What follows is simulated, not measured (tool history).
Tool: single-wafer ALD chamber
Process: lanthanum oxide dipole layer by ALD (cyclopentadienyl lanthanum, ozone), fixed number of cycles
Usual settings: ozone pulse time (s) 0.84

| run | hour | ozone pulse time (s) | wafers since the last listed run | hours since the last thermocouple change | hours since the last ozone generator service | hours since the showerhead was replaced | hours since the gauge calibration | read-back reference wafer on the same gauge, thickness_nm | mean film thickness on the monitor wafer (nm) |
|---|---|---|---|---|---|---|---|---|---|
| 1 | 0 | 0.84 | 0 | 2477 | 756.5 | 5447.7 | 355.1 | 0.394 | 0.461 |
| 2 | 52 | 0.84 | 1059 | 2529 | 808.5 | 5499.7 | 407.1 | 0.394 | 0.461 |
| 3 | 164.8 | 0.84 | 2298 | 2641.8 | 921.3 | 5612.5 | 519.9 | 0.394 | 0.459 |
|  | 196.8 | gauge calibrated |
| 4 | 221.6 | 0.84 | 1157 | 2698.6 | 978.1 | 5669.3 | 24.8 | 0.394 | 0.455 |
| 5 | 283.7 | 0.84 | 1265 | 2760.7 | 1040.2 | 5731.4 | 86.9 | 0.394 | 0.459 |
| 6 | 322.7 | 1.1 | 794 | 2799.7 | 1079.2 | 5770.4 | 125.9 | 0.394 | 0.504 |
| 7 | 357.6 | 0.61 | 711 | 2834.6 | 1114.1 | 5805.3 | 160.8 | 0.394 | 0.387 |
| 8 | 407.7 | 0.61 | 1020 | 2884.7 | 1164.2 | 5855.4 | 210.9 | 0.394 | 0.387 |
| 9 | 439.2 | 0.61 | 641 | 2916.2 | 1195.7 | 5886.9 | 242.4 | 0.394 | 0.385 |
|  | 478.6 | ozone generator serviced |
| 10 | 481.5 | 0.84 | 698 | 2958.5 | 2.9 | 5929.2 | 284.7 | 0.393 | 0.476 |
| 11 | 530.7 | 1.08 | 1002 | 3007.7 | 52.1 | 5978.4 | 333.9 | 0.394 | 0.512 |
| 12 | 554.7 | 1.08 | 489 | 3031.7 | 76.1 | 6002.4 | 357.9 | 0.394 | 0.515 |
|  | 620.3 | showerhead replaced |
| 13 | 620.8 | 1.08 | 1183 | 3097.8 | 142.2 | 0.5 | 424 | 0.394 | 0.517 |
|  | 644.8 | thermocouple changed; heater temperature recalibrated |
| 14 | 656.1 | 1.01 | 556 | 11.3 | 177.5 | 35.8 | 459.3 | 0.394 | 0.502 |
| 15 | 684.5 | 1.13 | 578 | 39.7 | 205.9 | 64.2 | 487.7 | 0.394 | 0.518 |
| 16 | 734.3 | 0.61 | 1014 | 89.5 | 255.7 | 114 | 537.5 | 0.394 | 0.405 |
| 17 | 786.5 | 0.84 | 1063 | 141.7 | 307.9 | 166.2 | 589.7 | 0.394 | 0.465 |
|  | 788.6 | gauge calibrated |
| 18 | 842.4 | 1.17 | 1139 | 197.6 | 363.8 | 222.1 | 53.8 | 0.394 | 0.526 |
| 19 | 881.9 | 1.06 | 804 | 237.1 | 403.3 | 261.6 | 93.3 | 0.394 | 0.512 |
| 20 | 927.5 | 0.5 | 929 | 282.7 | 448.9 | 307.2 | 138.9 | 0.394 | 0.364 |
| 21 | 981.4 | 0.72 | 1098 | 336.6 | 502.8 | 361.1 | 192.8 | 0.394 | 0.439 |
| 22 | 1025 | 0.84 | 888 | 380.2 | 546.4 | 404.7 | 236.4 | 0.394 | 0.467 |
| 23 | 1057.1 | 0.74 | 654 | 412.3 | 578.5 | 436.8 | 268.5 | 0.394 | 0.439 |
| 24 | 1087.5 | 0.58 | 619 | 442.7 | 608.9 | 467.2 | 298.9 | 0.395 | 0.393 |
| 25 | 1147.8 | 0.66 | 1228 | 503 | 669.2 | 527.5 | 359.2 | 0.394 | 0.415 |
| 26 | 1209.9 | 0.72 | 1265 | 565.1 | 731.3 | 589.6 | 421.3 | 0.393 | 0.432 |

Forecast each of these 3 alternatives for the next run:
| A | 1210.3 | 0.75 | 8 | 565.5 | 731.7 | 590 | 421.7 | ? | ? |
| B | 1210.3 | 0.59 | 8 | 565.5 | 731.7 | 590 | 421.7 | ? | ? |
| C | 1210.3 | 0.71 | 8 | 565.5 | 731.7 | 590 | 421.7 | ? | ? |

| run | read-back reference wafer on the same gauge, thickness_nm | mean film thickness on the monitor wafer (nm) |
|---|---|---|
| A | 0.394 | 0.442 |
| B | 0.394 | 0.392 |
| C | 0.394 | 0.431 |
Without the tool's hidden state the same runs would have given:
| run | mean film thickness on the monitor wafer (nm) |
|---|---|
| A | 0.452 |
| B | 0.404 |
| C | 0.442 |
